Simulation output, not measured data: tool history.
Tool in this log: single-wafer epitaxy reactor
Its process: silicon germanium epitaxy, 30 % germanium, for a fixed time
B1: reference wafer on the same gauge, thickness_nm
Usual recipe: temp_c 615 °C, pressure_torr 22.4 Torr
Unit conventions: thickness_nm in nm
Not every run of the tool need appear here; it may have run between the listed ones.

{"run": 1, "hour": 0.0, "temp_c": 615, "pressure_torr": 22.4, "B1": 73.118, "thickness_nm": 74.489}
{"run": 2, "hour": 58.2, "temp_c": 624, "pressure_torr": 22.4, "B1": 72.978, "thickness_nm": 85.493}
{"run": 3, "hour": 114.3, "temp_c": 624, "pressure_torr": 22.4, "B1": 72.784, "thickness_nm": 84.561}
{"run": 4, "hour": 151.6, "temp_c": 615, "pressure_torr": 21.1, "B1": 72.602, "thickness_nm": 72.648}
{"run": 5, "hour": 207.6, "temp_c": 615, "pressure_torr": 21.1, "B1": 72.538, "thickness_nm": 72.702}
{"run": 6, "hour": 274.4, "temp_c": 615, "pressure_torr": 21.1, "B1": 72.354, "thickness_nm": 72.736}
{"run": 7, "hour": 302.6, "temp_c": 626, "pressure_torr": 22.4, "B1": 72.292, "thickness_nm": 87.923}
{"run": 8, "hour": 341.5, "temp_c": 626, "pressure_torr": 22.4, "B1": 72.255, "thickness_nm": 86.851}
{"run": 9, "hour": 401.8, "temp_c": 626, "pressure_torr": 22.4, "B1": 72.199, "thickness_nm": 87.448}
{"hour": 423.0, "done": "pyrometer calibrated"}
{"run": 10, "hour": 456.1, "temp_c": 615, "pressure_torr": 22.4, "B1": 72.197, "thickness_nm": 73.74}
{"run": 11, "hour": 514.1, "temp_c": 615, "pressure_torr": 22.4, "B1": 72.13, "thickness_nm": 73.274}
{"run": 12, "hour": 541.7, "temp_c": 615, "pressure_torr": 22.4, "B1": 72.08, "thickness_nm": 73.542}
{"run": 13, "hour": 605.9, "temp_c": 608, "pressure_torr": 19.6, "B1": 72.043, "thickness_nm": 63.198}
{"hour": 648.7, "done": "showerhead replaced"}
{"run": 14, "hour": 651.7, "temp_c": 605, "pressure_torr": 22.4, "B1": 72.065, "thickness_nm": 62.562}
{"hour": 659.4, "done": "gauge calibrated"}
{"run": 15, "hour": 686.8, "temp_c": 623, "pressure_torr": 22.4, "B1": 74.251, "thickness_nm": 85.657}
{"run": 16, "hour": 742.7, "temp_c": 615, "pressure_torr": 22.4, "B1": 73.899, "thickness_nm": 75.466}
{"run": 17, "hour": 798.3, "temp_c": 615, "pressure_torr": 17, "B1": 73.608, "thickness_nm": 69.34}
{"run": 18, "hour": 847.1, "temp_c": 615, "pressure_torr": 22.4, "B1": 73.376, "thickness_nm": 74.792}
{"hour": 869.1, "done": "capacitance manometer re-zeroed and calibrated"}
{"run": 19, "hour": 913.8, "temp_c": 615, "pressure_torr": 19.2, "B1": 73.255, "thickness_nm": 71.272}
{"run": 20, "hour": 977.2, "temp_c": 604, "pressure_torr": 24.4, "B1": 72.842, "thickness_nm": 63.652}
{"run": 21, "hour": 1022.3, "temp_c": 601, "pressure_torr": 27.8, "B1": 72.861, "thickness_nm": 63.482}
{"run": 22, "hour": 1063.0, "temp_c": 606, "pressure_torr": 20.9, "B1": 72.782, "thickness_nm": 63.062}
{"run": 23, "hour": 1108.0, "temp_c": 615, "pressure_torr": 22.4, "B1": 72.616, "thickness_nm": 73.736}
{"run": 24, "hour": 1132.9, "temp_c": 622, "pressure_torr": 17.3, "B1": 72.575, "thickness_nm": 76.795}
{"run": 25, "hour": 1173.4, "temp_c": 629, "pressure_torr": 27.5, "B1": 72.5, "thickness_nm": 97.703}
{"run": 26, "hour": 1218.7, "temp_c": 611, "pressure_torr": 27.9, "B1": 72.428, "thickness_nm": 73.895}

Here are 3 independent what-if runs from the current tool condition. What would each one return?
{"run": "A", "hour": 1219.1, "temp_c": 615, "pressure_torr": 22.4, "B1": "?", "thickness_nm": "?"}
{"run": "B", "hour": 1219.1, "temp_c": 602, "pressure_torr": 25.8, "B1": "?", "thickness_nm": "?"}
{"run": "C", "hour": 1219.1, "temp_c": 603, "pressure_torr": 26.6, "B1": "?", "thickness_nm": "?"}

run=A B1=72.396 thickness_nm=73.567
run=B B1=72.396 thickness_nm=62.579
run=C B1=72.396 thickness_nm=64.187
Without the tool's unlogged condition, the same runs would have read:
run=A thickness_nm=75.238
run=B thickness_nm=64.001
run=C thickness_nm=65.645

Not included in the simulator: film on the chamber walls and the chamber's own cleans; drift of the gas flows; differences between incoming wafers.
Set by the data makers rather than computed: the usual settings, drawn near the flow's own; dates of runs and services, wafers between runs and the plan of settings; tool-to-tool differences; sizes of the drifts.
